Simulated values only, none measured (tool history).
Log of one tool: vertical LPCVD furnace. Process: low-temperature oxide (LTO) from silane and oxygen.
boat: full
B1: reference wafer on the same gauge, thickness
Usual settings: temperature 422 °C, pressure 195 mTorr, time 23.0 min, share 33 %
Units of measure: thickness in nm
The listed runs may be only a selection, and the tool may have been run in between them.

{"run": 1, "day": 0.0, "temperature": 422, "pressure": 195, "time": 23.0, "share": 33, "B1": 154.87, "thickness": 195.27}
{"run": 2, "day": 1.462, "temperature": 422, "pressure": 195, "time": 23.0, "share": 33, "B1": 155.13, "thickness": 194.01}
{"run": 3, "day": 3.679, "temperature": 422, "pressure": 195, "time": 23.0, "share": 33, "B1": 155.04, "thickness": 194.02}
{"run": 4, "day": 6.333, "temperature": 422, "pressure": 195, "time": 23.0, "share": 33, "B1": 154.96, "thickness": 193.79}
{"run": 5, "day": 10.862, "temperature": 422, "pressure": 195, "time": 23.0, "share": 33, "B1": 154.93, "thickness": 194.44}
{"run": 6, "day": 13.267, "temperature": 422, "pressure": 195, "time": 23.0, "share": 33, "B1": 155.08, "thickness": 194.23}
{"run": 7, "day": 14.992, "temperature": 428, "pressure": 195, "time": 23.0, "share": 33, "B1": 155.01, "thickness": 208.73}
{"run": 8, "day": 16.642, "temperature": 428, "pressure": 195, "time": 23.0, "share": 33, "B1": 154.99, "thickness": 207.51}
{"day": 18.204, "done": "pressure gauge zeroed"}
{"run": 9, "day": 18.588, "temperature": 428, "pressure": 195, "time": 23.0, "share": 33, "B1": 155.07, "thickness": 197.2}
{"day": 24.825, "done": "gauge calibrated"}
{"run": 10, "day": 26.267, "temperature": 422, "pressure": 170, "time": 23.0, "share": 33, "B1": 155.07, "thickness": 162.27}
{"run": 11, "day": 28.104, "temperature": 422, "pressure": 170, "time": 23.0, "share": 33, "B1": 155.01, "thickness": 162.09}
{"run": 12, "day": 29.175, "temperature": 422, "pressure": 195, "time": 23.0, "share": 36, "B1": 155.02, "thickness": 209.16}
{"run": 13, "day": 30.521, "temperature": 422, "pressure": 215, "time": 30.5, "share": 33, "B1": 155.04, "thickness": 272.75}
{"run": 14, "day": 31.6, "temperature": 422, "pressure": 180, "time": 23.0, "share": 27, "B1": 155.02, "thickness": 129.57}
{"run": 15, "day": 33.908, "temperature": 431, "pressure": 195, "time": 29.0, "share": 33, "B1": 155.02, "thickness": 257.89}
{"run": 16, "day": 35.988, "temperature": 432, "pressure": 175, "time": 23.0, "share": 33, "B1": 155.02, "thickness": 185.51}
{"run": 17, "day": 38.183, "temperature": 410, "pressure": 195, "time": 23.0, "share": 33, "B1": 154.86, "thickness": 165.81}
{"day": 40.154, "done": "thermocouples replaced and temperature profile calibrated"}
{"day": 41.062, "done": "silane flow controller replaced"}
{"run": 18, "day": 41.083, "temperature": 432, "pressure": 175, "time": 23.0, "share": 33, "B1": 155.08, "thickness": 187.71}
{"run": 19, "day": 42.842, "temperature": 422, "pressure": 195, "time": 23.0, "share": 33, "B1": 155.1, "thickness": 187.43}
{"run": 20, "day": 45.279, "temperature": 422, "pressure": 195, "time": 23.0, "share": 33, "B1": 155.14, "thickness": 189.67}
{"run": 21, "day": 47.042, "temperature": 430, "pressure": 210, "time": 28.5, "share": 38, "B1": 154.95, "thickness": 324.75}
{"run": 22, "day": 48.371, "temperature": 432, "pressure": 165, "time": 23.0, "share": 29, "B1": 154.97, "thickness": 149.74}
{"run": 23, "day": 50.471, "temperature": 413, "pressure": 240, "time": 25.5, "share": 27, "B1": 155.11, "thickness": 174.43}
{"run": 24, "day": 52.671, "temperature": 417, "pressure": 195, "time": 18.0, "share": 39, "B1": 155.15, "thickness": 173.74}

The logged runs with the hidden state left out (each run's random variation unchanged):
Unlogged tool condition in this case: true tube temperature minus thermocouple reading, K; true pressure minus gauge reading, mTorr; deviation of the silane flow from its setpoint, %; gauge reads high (%).
run=1 thickness=186.47
run=2 thickness=185.26
run=3 thickness=185.24
run=4 thickness=184.99
run=5 thickness=185.56
run=6 thickness=185.34
run=7 thickness=199.16
run=8 thickness=197.98
run=9 thickness=198.43
run=10 thickness=162.28
run=11 thickness=161.84
run=12 thickness=208.72
run=13 thickness=271.99
run=14 thickness=129.03
run=15 thickness=256.50
run=16 thickness=184.12
run=17 thickness=164.46
run=18 thickness=185.65
run=19 thickness=185.40
run=20 thickness=187.36
run=21 thickness=320.78
run=22 thickness=147.29
run=23 thickness=172.31
run=24 thickness=170.96
